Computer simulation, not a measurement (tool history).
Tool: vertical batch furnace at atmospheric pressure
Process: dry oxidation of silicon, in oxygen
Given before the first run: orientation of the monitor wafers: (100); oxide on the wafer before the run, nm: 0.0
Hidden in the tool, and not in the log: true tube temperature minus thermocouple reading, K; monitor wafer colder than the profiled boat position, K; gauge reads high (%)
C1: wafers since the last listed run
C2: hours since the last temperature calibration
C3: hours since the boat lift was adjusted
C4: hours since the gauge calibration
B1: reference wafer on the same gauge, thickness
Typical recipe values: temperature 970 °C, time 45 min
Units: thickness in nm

Run 1, hour 0: usual settings but temperature 982 °C; C1 0; C2 4060.4; C3 4563.7; C4 429.3; B1 36.1. Result: thickness 35.04 nm.
Run 2, hour 29.3: usual settings but temperature 982 °C; C1 370; C2 4089.7; C3 4593; C4 458.6; B1 36.1. Result: thickness 34.96 nm.
Run 3, hour 47.4: usual settings but temperature 982 °C; C1 228; C2 4107.8; C3 4611.1; C4 476.7; B1 36.09. Result: thickness 35.01 nm.
Run 4, hour 152.4: usual settings; C1 1328; C2 4212.8; C3 4716.1; C4 581.7; B1 36.11. Result: thickness 31.73 nm.
Run 5, hour 176.7: usual settings; C1 307; C2 4237.1; C3 4740.4; C4 606; B1 36.11. Result: thickness 31.79 nm.
Run 6, hour 211.4: usual settings but temperature 955 °C; C1 438; C2 4271.8; C3 4775.1; C4 640.7; B1 36.1. Result: thickness 28.17 nm.
Run 7, hour 236.2: usual settings but temperature 955 °C; C1 313; C2 4296.6; C3 4799.9; C4 665.5; B1 36.11. Result: thickness 28.27 nm.
Run 8, hour 273.7: usual settings but time 61 min; C1 474; C2 4334.1; C3 4837.4; C4 703; B1 36.09. Result: thickness 38.59 nm.
Run 9, hour 299.6: usual settings but time 61 min; C1 327; C2 4360; C3 4863.3; C4 728.9; B1 36.09. Result: thickness 38.63 nm.
Run 10, hour 313: usual settings but time 31 min; C1 169; C2 4373.4; C3 4876.7; C4 742.3; B1 36.1. Result: thickness 25.42 nm.
Run 11, hour 325.5: usual settings but time 31 min; C1 158; C2 4385.9; C3 4889.2; C4 754.8; B1 36.08. Result: thickness 25.33 nm.
At hour 349.2: gauge calibrated.
Run 12, hour 349.3: usual settings but time 31 min; C1 301; C2 4409.7; C3 4913; C4 0.1; B1 36.11. Result: thickness 25.37 nm.
Run 13, hour 362.3: usual settings; C1 164; C2 4422.7; C3 4926; C4 13.1; B1 36.1. Result: thickness 31.89 nm.
At hour 396.6: boat lift adjusted.
Run 14, hour 397.1: usual settings but temperature 963 °C, time 67 min; C1 136; C2 4457.5; C3 0.5; C4 47.9; B1 36.12. Result: thickness 39.06 nm.
Run 15, hour 402.4: usual settings; C1 67; C2 4462.8; C3 5.8; C4 53.2; B1 36.09. Result: thickness 31.8 nm.
Run 16, hour 425.6: usual settings but time 61 min; C1 293; C2 4486; C3 29; C4 76.4; B1 36.11. Result: thickness 38.71 nm.
Run 17, hour 454.7: usual settings but temperature 980 °C, time 61.5 min; C1 368; C2 4515.1; C3 58.1; C4 105.5; B1 36.11. Result: thickness 42.2 nm.
Run 18, hour 473.2: usual settings but temperature 995 °C, time 29 min; C1 234; C2 4533.6; C3 76.6; C4 124; B1 36.1. Result: thickness 31.06 nm.
Run 19, hour 492.3: usual settings; C1 241; C2 4552.7; C3 95.7; C4 143.1; B1 36.11. Result: thickness 31.99 nm.
Run 20, hour 509.7: usual settings but temperature 991 °C, time 67 min; C1 220; C2 4570.1; C3 113.1; C4 160.5; B1 36.1. Result: thickness 49.76 nm.
At hour 546.2: thermocouples replaced and temperature profile calibrated.
Run 21, hour 546.7: usual settings but temperature 982 °C, time 27 min; C1 164; C2 0.5; C3 150.1; C4 197.5; B1 36.11. Result: thickness 24.88 nm.
Run 22, hour 558.5: usual settings but temperature 978 °C; C1 149; C2 12.3; C3 161.9; C4 209.3; B1 36.1. Result: thickness 32.66 nm.
Run 23, hour 589.5: usual settings but time 53 min; C1 392; C2 43.3; C3 192.9; C4 240.3; B1 36.1. Result: thickness 34 nm.
Run 24, hour 608.4: usual settings but temperature 955 °C, time 66.5 min; C1 239; C2 62.2; C3 211.8; C4 259.2; B1 36.09. Result: thickness 34.76 nm.
Run 25, hour 653.4: usual settings but temperature 994 °C; C1 569; C2 107.2; C3 256.8; C4 304.2; B1 36.09. Result: thickness 37.82 nm.
Run 26, hour 684.1: usual settings but temperature 960 °C, time 39 min; C1 388; C2 137.9; C3 287.5; C4 334.9; B1 36.09. Result: thickness 25.9 nm.
Run 27, hour 696.7: usual settings but time 66 min; C1 159; C2 150.5; C3 300.1; C4 347.5; B1 36.1. Result: thickness 39.25 nm.

Consider 4 possible next runs. They are alternatives, not a sequence: every one starts from the tool as it was left by run 27. What does each give?
Run A, hour 702: usual settings but time 32.5 min; C1 67; C2 155.8; C3 305.4; C4 352.8; B1 ?. Result: thickness ?.
Run B, hour 702: usual settings but time 36.5 min; C1 67; C2 155.8; C3 305.4; C4 352.8; B1 ?. Result: thickness ?.
Run C, hour 702: usual settings but temperature 988 °C; C1 67; C2 155.8; C3 305.4; C4 352.8; B1 ?. Result: thickness ?.
Run D, hour 702: usual settings but temperature 992 °C; C1 67; C2 155.8; C3 305.4; C4 352.8; B1 ?. Result: thickness ?.

run     B1  thickness
  A  36.11      25.17
  B  36.11      26.99
  C  36.11      35.63
  D  36.11      37.07
With no hidden state in the tool, these same runs would have given:
run  thickness
  A      25.16
  B      26.99
  C      35.63
  D      37.07
